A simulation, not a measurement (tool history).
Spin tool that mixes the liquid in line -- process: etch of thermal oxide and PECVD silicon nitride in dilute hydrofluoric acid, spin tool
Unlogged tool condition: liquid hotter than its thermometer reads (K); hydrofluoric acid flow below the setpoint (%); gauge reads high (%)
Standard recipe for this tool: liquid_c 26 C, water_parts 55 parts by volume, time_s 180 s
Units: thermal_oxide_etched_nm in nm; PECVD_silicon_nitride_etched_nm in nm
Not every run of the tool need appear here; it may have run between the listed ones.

run,hour,liquid_c,water_parts,time_s,wafers since the last listed run,hours since the thermometer was replaced,hours since the hydrofluoric acid flow meter was replaced,hours since the gauge calibration,"read-back film thickness of the thermal oxide reference wafer, read on the same gauge (nm)","read-back film thickness of the PECVD silicon nitride reference wafer, read on the same gauge (nm)",thermal_oxide_etched_nm,PECVD_silicon_nitride_etched_nm
1,0,26,55,180,0,128.6,1951.7,76.1,50,129.99,16.24,7.23
2,22.2,26,55,180,89,150.8,1973.9,98.3,49.97,129.99,15.88,7.25
3,41.8,26,55,180,79,170.4,1993.5,117.9,50,129.98,15.95,7.23
4,75.7,26,55,180,137,204.3,2027.4,151.8,50.01,130,15.76,7.19
5,89.7,26,55,180,56,218.3,2041.4,165.8,50.03,130.02,16.02,7.25
6,116,26,55,180,106,244.6,2067.7,192.1,50.02,129.98,15.8,7.28
7,128.2,26,55,180,49,256.8,2079.9,204.3,50,130.01,15.77,7.27
8,145.7,26,55,180,70,274.3,2097.4,221.8,49.99,129.99,15.78,7.26
# hour 161.6: gauge calibrated
9,177.1,26,55,180,127,305.7,2128.8,15.5,49.99,130,15.68,7.2
10,203,26,55,180,104,331.6,2154.7,41.4,49.99,129.98,15.83,7.19
# hour 220.3: hydrofluoric acid flow meter replaced
11,223.6,26,55,180,79,352.2,3.3,62,49.99,130.01,18.12,8.12
12,249.2,28.5,45,180,103,377.8,28.9,87.6,49.98,130,24.88,11.6
13,262.4,26,75,285,53,391,42.1,100.8,49.98,130.03,20.32,9.34
14,311.4,26,55,145,198,440,91.1,149.8,50.02,130,14.16,6.45
15,335.4,26,45,110,97,464,115.1,173.8,49.96,129.96,13.55,6.04
16,365.7,26,55,180,122,494.3,145.4,204.1,50,129.96,17.71,7.95
17,393.9,26,55,220,114,522.5,173.6,232.3,49.98,130,21.64,9.85
# hour 403.2: gauge calibrated
18,410.8,26,55,180,68,539.4,190.5,7.6,50.04,129.99,17.83,8.1
# hour 413.8: thermometer replaced
19,427.8,23,40,225,64,14,207.5,24.6,50.03,130,27.35,11.31
20,453.8,24.5,65,140,105,40,233.5,50.6,49.99,129.99,10.9,4.83
21,473.5,28.5,70,245,79,59.7,253.2,70.3,50.01,130,20.91,10.24
22,508.3,22.5,35,285,141,94.5,288,105.1,50.01,130,39.59,15.63
23,531.4,26,45,180,93,117.6,311.1,128.2,49.98,130.02,21.85,9.81

Results per run with the tool's hidden condition removed, run-to-run variation unchanged:
run,thermal_oxide_etched_nm,PECVD_silicon_nitride_etched_nm
1,18.64,8.2
2,18.25,8.23
3,18.36,8.22
4,18.18,8.19
5,18.5,8.26
6,18.27,8.31
7,18.25,8.31
8,18.28,8.3
9,18.19,8.24
10,18.4,8.25
11,18.48,8.27
12,25.42,11.82
13,20.78,9.53
14,14.51,6.6
15,13.9,6.19
16,18.21,8.15
17,22.29,10.12
18,18.38,8.32
19,28.19,11.63
20,11.27,4.97
21,21.64,10.56
22,40.98,16.14
23,22.66,10.14
